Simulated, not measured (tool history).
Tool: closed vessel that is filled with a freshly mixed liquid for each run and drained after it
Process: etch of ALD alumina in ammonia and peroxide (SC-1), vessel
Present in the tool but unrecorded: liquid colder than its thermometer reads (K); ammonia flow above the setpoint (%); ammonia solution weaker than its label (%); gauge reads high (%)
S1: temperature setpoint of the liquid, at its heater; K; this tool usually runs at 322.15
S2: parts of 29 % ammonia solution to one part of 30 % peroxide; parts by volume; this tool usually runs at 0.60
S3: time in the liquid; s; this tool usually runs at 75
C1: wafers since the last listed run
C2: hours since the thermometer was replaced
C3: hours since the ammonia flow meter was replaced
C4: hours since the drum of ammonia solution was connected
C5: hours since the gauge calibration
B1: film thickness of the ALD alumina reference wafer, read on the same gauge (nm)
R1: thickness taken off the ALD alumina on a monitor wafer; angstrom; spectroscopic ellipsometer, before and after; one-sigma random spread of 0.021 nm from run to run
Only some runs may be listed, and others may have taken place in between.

| run | day | S1 | S2 | S3 | C1 | C2 | C3 | C4 | C5 | B1 | R1 |
|---|---|---|---|---|---|---|---|---|---|---|---|
| 1 | 0.000 | 322.15 | 0.70 | 75 | 0 | 767.4 | 462.5 | 260.6 | 1307.5 | 70.038 | 48.08 |
| 2 | 2.546 | 322.15 | 0.70 | 75 | 4494 | 828.5 | 523.6 | 321.7 | 1368.6 | 70.037 | 48.31 |
| 3 | 6.192 | 322.15 | 0.60 | 60 | 6436 | 916.0 | 611.1 | 409.2 | 1456.1 | 70.026 | 37.56 |
| 4 | 9.638 | 322.15 | 0.60 | 60 | 6083 | 998.7 | 693.8 | 491.9 | 1538.8 | 70.014 | 37.49 |
| 5 | 12.962 | 322.15 | 0.60 | 75 | 5870 | 1078.5 | 773.6 | 571.7 | 1618.6 | 69.950 | 46.81 |
| 6 | 14.846 | 322.15 | 0.60 | 75 | 3324 | 1123.7 | 818.8 | 616.9 | 1663.8 | 70.020 | 46.75 |
| 7 | 17.717 | 322.15 | 0.45 | 75 | 5068 | 1192.6 | 887.7 | 685.8 | 1732.7 | 70.031 | 45.13 |
|  | 18.758 | new drum of ammonia solution connected |
| 8 | 22.100 | 322.15 | 0.45 | 75 | 7664 | 1297.8 | 992.9 | 80.2 | 1837.9 | 69.948 | 44.95 |
| 9 | 24.067 | 322.15 | 0.45 | 75 | 3472 | 1345.0 | 1040.1 | 127.4 | 1885.1 | 70.043 | 45.08 |
| 10 | 26.738 | 322.15 | 0.60 | 65 | 4715 | 1409.1 | 1104.2 | 191.5 | 1949.2 | 70.024 | 40.41 |
|  | 27.858 | thermometer replaced |
| 11 | 30.338 | 322.15 | 0.60 | 65 | 6282 | 59.5 | 1190.6 | 277.9 | 2035.6 | 69.985 | 41.93 |
|  | 33.071 | gauge calibrated |
| 12 | 34.292 | 328.15 | 0.60 | 45 | 6980 | 154.4 | 1285.5 | 372.8 | 29.3 | 70.003 | 40.27 |
| 13 | 38.321 | 322.15 | 0.60 | 75 | 7113 | 251.1 | 1382.2 | 469.5 | 126.0 | 70.005 | 48.33 |
| 14 | 41.354 | 319.15 | 0.60 | 75 | 5355 | 323.9 | 1455.0 | 542.3 | 198.8 | 69.993 | 40.68 |
| 15 | 45.517 | 313.65 | 0.80 | 35 | 7348 | 423.8 | 1554.9 | 642.2 | 298.7 | 70.002 | 14.11 |
|  | 48.746 | new drum of ammonia solution connected |
| 16 | 48.967 | 322.15 | 0.60 | 40 | 6017 | 506.6 | 1637.7 | 5.3 | 381.5 | 69.992 | 25.68 |
| 17 | 51.125 | 322.15 | 0.80 | 75 | 3810 | 558.4 | 1689.5 | 57.1 | 433.3 | 70.023 | 49.21 |
| 18 | 53.746 | 328.65 | 0.60 | 75 | 4626 | 621.3 | 1752.4 | 120.0 | 496.2 | 69.988 | 67.59 |
| 19 | 66.612 | 316.65 | 0.80 | 75 | 22715 | 930.1 | 2061.2 | 428.8 | 805.0 | 69.999 | 35.19 |
| 20 | 68.538 | 330.65 | 0.75 | 75 | 3398 | 976.3 | 2107.4 | 475.0 | 851.2 | 69.991 | 75.27 |
|  | 68.617 | ammonia flow meter replaced |
| 21 | 72.167 | 328.65 | 0.60 | 75 | 6333 | 1063.4 | 85.2 | 562.1 | 938.3 | 70.012 | 66.65 |
| 22 | 73.758 | 324.65 | 0.85 | 55 | 2809 | 1101.6 | 123.4 | 600.3 | 976.5 | 70.006 | 40.59 |
| 23 | 75.775 | 316.15 | 0.60 | 45 | 3560 | 1150.0 | 171.8 | 648.7 | 1024.9 | 70.001 | 19.89 |
| 24 | 79.846 | 329.65 | 0.45 | 110 | 7186 | 1247.7 | 269.5 | 746.4 | 1122.6 | 69.990 | 99.79 |
|  | 81.367 | new drum of ammonia solution connected |
| 25 | 82.292 | 322.15 | 0.60 | 65 | 4244 | 1306.4 | 328.2 | 22.2 | 1181.3 | 69.995 | 40.32 |
| 26 | 85.088 | 327.15 | 0.85 | 60 | 4935 | 1373.5 | 395.3 | 89.3 | 1248.4 | 70.006 | 50.24 |
| 27 | 87.075 | 322.15 | 0.60 | 75 | 3508 | 1421.2 | 443.0 | 137.0 | 1296.1 | 69.976 | 46.24 |
| 28 | 89.392 | 322.15 | 0.60 | 75 | 4089 | 1476.8 | 498.6 | 192.6 | 1351.7 | 69.993 | 45.88 |
| 29 | 93.288 | 322.15 | 0.35 | 75 | 6877 | 1570.3 | 592.1 | 286.1 | 1445.2 | 70.018 | 43.87 |
| 30 | 95.438 | 326.15 | 0.60 | 105 | 3795 | 1621.9 | 643.7 | 337.7 | 1496.8 | 70.032 | 79.69 |

3 options for the next run, each taken on its own from the tool as it stands now. Forecast them:
| A | 95.467 | 322.15 | 0.60 | 115 | 51 | 1622.6 | 644.4 | 338.4 | 1497.5 | ? | ? |
| B | 95.467 | 327.15 | 0.80 | 75 | 51 | 1622.6 | 644.4 | 338.4 | 1497.5 | ? | ? |
| C | 95.467 | 329.15 | 0.60 | 55 | 51 | 1622.6 | 644.4 | 338.4 | 1497.5 | ? | ? |

| run | B1 | R1 |
|---|---|---|
| A | 69.979 | 70.13 |
| B | 69.979 | 61.84 |
| C | 69.979 | 49.11 |
Without the tool's hidden state the same runs would have given:
| run | R1 |
|---|---|
| A | 74.64 |
| B | 65.67 |
| C | 52.12 |
